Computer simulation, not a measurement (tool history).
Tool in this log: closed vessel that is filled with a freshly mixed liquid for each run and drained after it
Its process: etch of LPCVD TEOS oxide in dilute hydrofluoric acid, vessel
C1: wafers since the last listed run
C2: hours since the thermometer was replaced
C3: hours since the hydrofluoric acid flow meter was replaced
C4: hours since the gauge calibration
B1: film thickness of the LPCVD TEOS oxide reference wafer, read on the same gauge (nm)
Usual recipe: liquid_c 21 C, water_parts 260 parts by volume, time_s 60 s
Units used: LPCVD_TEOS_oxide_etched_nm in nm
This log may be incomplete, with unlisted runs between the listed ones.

run 1 hour=0 | liquid_c=21 water_parts=310 time_s=65 | C1=0 C2=3.1 C3=251.4 C4=395.9 | B1=109.99 | LPCVD_TEOS_oxide_etched_nm=8.17
run 2 hour=130.9 | liquid_c=21 water_parts=260 time_s=40 | C1=14642 C2=134 C3=382.3 C4=526.8 | B1=109.99 | LPCVD_TEOS_oxide_etched_nm=6.38
run 3 hour=204.8 | liquid_c=21 water_parts=260 time_s=40 | C1=8266 C2=207.9 C3=456.2 C4=600.7 | B1=109.96 | LPCVD_TEOS_oxide_etched_nm=6.43
run 4 hour=304.6 | liquid_c=21 water_parts=260 time_s=45 | C1=11163 C2=307.7 C3=556 C4=700.5 | B1=110 | LPCVD_TEOS_oxide_etched_nm=7.33
run 5 hour=384.3 | liquid_c=21 water_parts=260 time_s=45 | C1=8915 C2=387.4 C3=635.7 C4=780.2 | B1=110.02 | LPCVD_TEOS_oxide_etched_nm=7.44
-- hour=436.9 hydrofluoric acid flow meter replaced
run 6 hour=488.8 | liquid_c=21 water_parts=260 time_s=45 | C1=11577 C2=491.9 C3=51.9 C4=884.7 | B1=110 | LPCVD_TEOS_oxide_etched_nm=7.47
run 7 hour=557.6 | liquid_c=22.5 water_parts=260 time_s=60 | C1=7695 C2=560.7 C3=120.7 C4=953.5 | B1=110.03 | LPCVD_TEOS_oxide_etched_nm=10.55
run 8 hour=631.6 | liquid_c=21 water_parts=260 time_s=30 | C1=8277 C2=634.7 C3=194.7 C4=1027.5 | B1=109.97 | LPCVD_TEOS_oxide_etched_nm=5.06
-- hour=689 gauge calibrated
run 9 hour=698.2 | liquid_c=21 water_parts=260 time_s=40 | C1=7449 C2=701.3 C3=261.3 C4=9.2 | B1=109.96 | LPCVD_TEOS_oxide_etched_nm=6.77
run 10 hour=757.2 | liquid_c=19.5 water_parts=260 time_s=60 | C1=6599 C2=760.3 C3=320.3 C4=68.2 | B1=110 | LPCVD_TEOS_oxide_etched_nm=9.87
-- hour=782.6 thermometer replaced
run 11 hour=827 | liquid_c=23.5 water_parts=260 time_s=75 | C1=7695 C2=44.4 C3=390.1 C4=138 | B1=110 | LPCVD_TEOS_oxide_etched_nm=12.63
run 12 hour=891.9 | liquid_c=17.5 water_parts=215 time_s=30 | C1=7259 C2=109.3 C3=455 C4=202.9 | B1=109.95 | LPCVD_TEOS_oxide_etched_nm=5.24
run 13 hour=983 | liquid_c=21 water_parts=260 time_s=40 | C1=10190 C2=200.4 C3=546.1 C4=294 | B1=109.96 | LPCVD_TEOS_oxide_etched_nm=6.43

What will run 14 give?
-- hour=1053.8 hydrofluoric acid flow meter replaced
run 14 hour=1300.6 | liquid_c=17 water_parts=135 time_s=60 | C1=35414 C2=518 C3=246.8 C4=611.6 | B1=? | LPCVD_TEOS_oxide_etched_nm=?

B1: 109.93
LPCVD_TEOS_oxide_etched_nm: 18.83 nm
With the hidden condition absent and the run-to-run variation left alone, this run would have shown LPCVD_TEOS_oxide_etched_nm 17.45 nm.

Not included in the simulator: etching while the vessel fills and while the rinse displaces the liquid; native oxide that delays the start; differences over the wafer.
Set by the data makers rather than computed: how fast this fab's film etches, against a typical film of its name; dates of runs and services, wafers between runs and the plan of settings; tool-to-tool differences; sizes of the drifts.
